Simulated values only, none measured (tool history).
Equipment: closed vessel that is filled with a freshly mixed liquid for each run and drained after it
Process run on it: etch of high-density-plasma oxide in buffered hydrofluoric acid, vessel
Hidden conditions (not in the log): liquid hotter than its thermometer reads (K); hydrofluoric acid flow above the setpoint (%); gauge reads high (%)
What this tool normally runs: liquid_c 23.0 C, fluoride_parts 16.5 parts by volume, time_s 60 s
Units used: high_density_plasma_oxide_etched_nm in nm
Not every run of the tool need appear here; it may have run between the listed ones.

run	hour	liquid_c	fluoride_parts	time_s	wafers since the last listed run	hours since the thermometer was replaced	hours since the hydrofluoric acid flow meter was replaced	hours since the gauge calibration	read-back film thickness of the high-density-plasma oxide reference wafer, read on the same gauge (nm)	high_density_plasma_oxide_etched_nm
1	0.0	23.0	16.5	60	0	2100.6	336.1	355.5	149.97	44.86
2	10.1	23.0	16.5	60	830	2110.7	346.2	365.6	150.00	45.05
3	27.8	23.0	16.5	60	1456	2128.4	363.9	383.3	150.00	45.08
4	35.3	23.0	16.5	75	617	2135.9	371.4	390.8	150.00	55.97
5	41.8	23.0	16.5	60	534	2142.4	377.9	397.3	150.01	44.77
6	58.0	23.0	14.0	60	1332	2158.6	394.1	413.5	150.00	53.53
7	75.1	23.0	14.0	60	1406	2175.7	411.2	430.6	149.98	53.07
8	106.1	23.0	16.5	60	2550	2206.7	442.2	461.6	150.01	45.22
9	132.5	23.0	16.5	60	2172	2233.1	468.6	488.0	150.00	45.78
10	140.7	23.0	16.5	60	674	2241.3	476.8	496.2	150.02	45.61
# hour 143.7: thermometer replaced
11	148.9	23.0	16.5	60	592	5.2	485.0	504.4	150.01	45.06
# hour 156.4: gauge calibrated
# hour 165.0: hydrofluoric acid flow meter replaced
12	166.6	23.0	16.5	60	1374	22.9	1.6	10.2	150.01	42.16
13	174.2	20.5	16.5	60	625	30.5	9.2	17.8	150.01	37.32
14	189.7	23.0	16.5	60	1275	46.0	24.7	33.3	150.01	42.36
15	201.4	18.5	20.5	75	962	57.7	36.4	45.0	149.99	33.11
16	211.8	23.0	11.0	45	855	68.1	46.8	55.4	149.99	47.99
17	222.6	23.0	20.5	60	888	78.9	57.6	66.2	149.99	34.25
18	230.6	23.0	16.5	75	658	86.9	65.6	74.2	150.01	52.64
19	240.8	23.0	16.5	60	839	97.1	75.8	84.4	149.98	42.77
20	258.0	23.0	16.5	60	1415	114.3	93.0	101.6	149.98	42.93
21	266.0	21.0	11.5	85	658	122.3	101.0	109.6	149.99	76.36
22	280.8	23.0	12.5	35	1217	137.1	115.8	124.4	149.99	32.89
23	289.7	25.5	12.0	45	732	146.0	124.7	133.3	149.98	50.15
24	296.8	23.0	16.5	60	584	153.1	131.8	140.4	149.99	43.15
25	313.9	25.0	16.5	60	1406	170.2	148.9	157.5	149.99	48.90
26	325.4	23.0	22.5	60	946	181.7	160.4	169.0	149.99	32.56
27	340.8	23.0	16.5	35	1267	197.1	175.8	184.4	149.98	25.34
28	358.1	23.0	16.5	60	1423	214.4	193.1	201.7	150.01	43.34
29	373.2	18.5	16.5	95	1242	229.5	208.2	216.8	149.98	54.01
30	391.1	23.0	16.5	60	1472	247.4	226.1	234.7	150.01	44.15
31	416.1	23.0	16.5	70	2056	272.4	251.1	259.7	149.99	51.73
32	432.9	23.0	16.5	60	1382	289.2	267.9	276.5	150.02	44.27

Same runs, no hidden state in the tool, same run-to-run variation:
run	high_density_plasma_oxide_etched_nm
1	41.92
2	42.01
3	41.90
4	51.95
5	41.50
6	49.48
7	48.91
8	41.42
9	41.73
10	41.51
11	40.95
12	41.58
13	36.75
14	41.59
15	32.63
16	46.92
17	33.65
18	51.27
19	41.57
20	41.59
21	73.87
22	31.72
23	48.29
24	41.48
25	46.85
26	31.55
27	24.16
28	41.18
29	51.15
30	41.68
31	48.60
32	41.47

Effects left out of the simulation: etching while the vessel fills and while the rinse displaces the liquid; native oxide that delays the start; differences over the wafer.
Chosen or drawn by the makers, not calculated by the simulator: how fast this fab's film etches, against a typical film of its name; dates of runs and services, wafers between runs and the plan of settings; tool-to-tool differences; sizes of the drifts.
